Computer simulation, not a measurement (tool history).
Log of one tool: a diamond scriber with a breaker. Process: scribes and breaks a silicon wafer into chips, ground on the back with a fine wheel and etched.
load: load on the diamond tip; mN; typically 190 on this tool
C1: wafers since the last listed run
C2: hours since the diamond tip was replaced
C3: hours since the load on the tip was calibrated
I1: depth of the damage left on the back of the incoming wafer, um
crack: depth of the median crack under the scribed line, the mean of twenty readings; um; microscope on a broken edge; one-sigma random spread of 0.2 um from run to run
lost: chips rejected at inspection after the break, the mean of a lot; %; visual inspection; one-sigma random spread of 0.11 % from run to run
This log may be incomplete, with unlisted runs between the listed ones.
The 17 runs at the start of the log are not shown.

At hour 397.0: diamond tip replaced by a new one, of another model than before.
Run 18, hour 411.9: usual settings but load 156 mN; C1 108; C2 14.9; C3 1308.6; I1 0.38. Result: crack 11.05 um, lost 2.55 %.
Run 19, hour 442.9: usual settings; C1 168; C2 45.9; C3 1339.6; I1 0.34. Result: crack 12.20 um, lost 1.55 %.
Run 20, hour 468.9: usual settings but load 221 mN; C1 141; C2 71.9; C3 1365.6; I1 0.73. Result: crack 12.72 um, lost 1.94 %.
At hour 479.2: load on the tip recalibrated.
Run 21, hour 496.1: usual settings; C1 137; C2 99.1; C3 16.9; I1 0.31. Result: crack 12.09 um, lost 1.73 %.
Run 22, hour 590.4: usual settings but load 208 mN; C1 513; C2 193.4; C3 111.2; I1 0.38. Result: crack 11.95 um, lost 1.69 %.
Run 23, hour 605.7: usual settings but load 243 mN; C1 83; C2 208.7; C3 126.5; I1 0.79. Result: crack 13.12 um, lost 2.30 %.
Run 24, hour 620.1: usual settings; C1 78; C2 223.1; C3 140.9; I1 0.47. Result: crack 11.72 um, lost 1.84 %.
Run 25, hour 691.9: usual settings but load 151 mN; C1 390; C2 294.9; C3 212.7; I1 0.79. Result: crack 10.53 um, lost 2.97 %.
Run 26, hour 726.0: usual settings; C1 185; C2 329.0; C3 246.8; I1 0.77. Result: crack 11.36 um, lost 1.80 %.
Run 27, hour 751.8: usual settings; C1 140; C2 354.8; C3 272.6; I1 0.52. Result: crack 11.40 um, lost 1.87 %.
Run 28, hour 787.2: usual settings but load 160 mN; C1 192; C2 390.2; C3 308.0; I1 0.41. Result: crack 10.55 um, lost 2.72 %.
Run 29, hour 799.4: usual settings but load 220 mN; C1 66; C2 402.4; C3 320.2; I1 0.76. Result: crack 12.76 um, lost 1.53 %.
Run 30, hour 856.2: usual settings but load 210 mN; C1 309; C2 459.2; C3 377.0; I1 0.37. Result: crack 12.05 um, lost 1.45 %.
Run 31, hour 873.5: usual settings but load 171 mN; C1 94; C2 476.5; C3 394.3; I1 0.60. Result: crack 10.70 um, lost 2.25 %.
Run 32, hour 892.1: usual settings; C1 101; C2 495.1; C3 412.9; I1 0.41. Result: crack 11.29 um, lost 1.74 %.

Each row is a separate what-if for the run after 32, all from the same tool condition, not one after another. Results?
Run A, hour 892.6: usual settings; C1 2; C2 495.6; C3 413.4; I1 0.46. Result: crack ?, lost ?.
Run B, hour 892.6: usual settings but load 232 mN; C1 2; C2 495.6; C3 413.4; I1 0.46. Result: crack ?, lost ?.
Run C, hour 892.6: usual settings but load 226 mN; C1 2; C2 495.6; C3 413.4; I1 0.46. Result: crack ?, lost ?.
Run D, hour 892.6: usual settings but load 150 mN; C1 2; C2 495.6; C3 413.4; I1 0.46. Result: crack ?, lost ?.
Run E, hour 892.6: usual settings but load 138 mN; C1 2; C2 495.6; C3 413.4; I1 0.46. Result: crack ?, lost ?.

run  crack  lost
  A  11.49  1.71
  B  12.71  1.66
  C  12.54  1.58
  D  10.27  3.50
  E   9.89  4.50
Stripped of hidden state, with their random variation kept, the same runs would have yielded:
run  crack  lost
  A  12.13  1.50
  B  13.41  2.24
  C  13.23  2.05
  D  10.84  2.42
  E  10.44  3.14

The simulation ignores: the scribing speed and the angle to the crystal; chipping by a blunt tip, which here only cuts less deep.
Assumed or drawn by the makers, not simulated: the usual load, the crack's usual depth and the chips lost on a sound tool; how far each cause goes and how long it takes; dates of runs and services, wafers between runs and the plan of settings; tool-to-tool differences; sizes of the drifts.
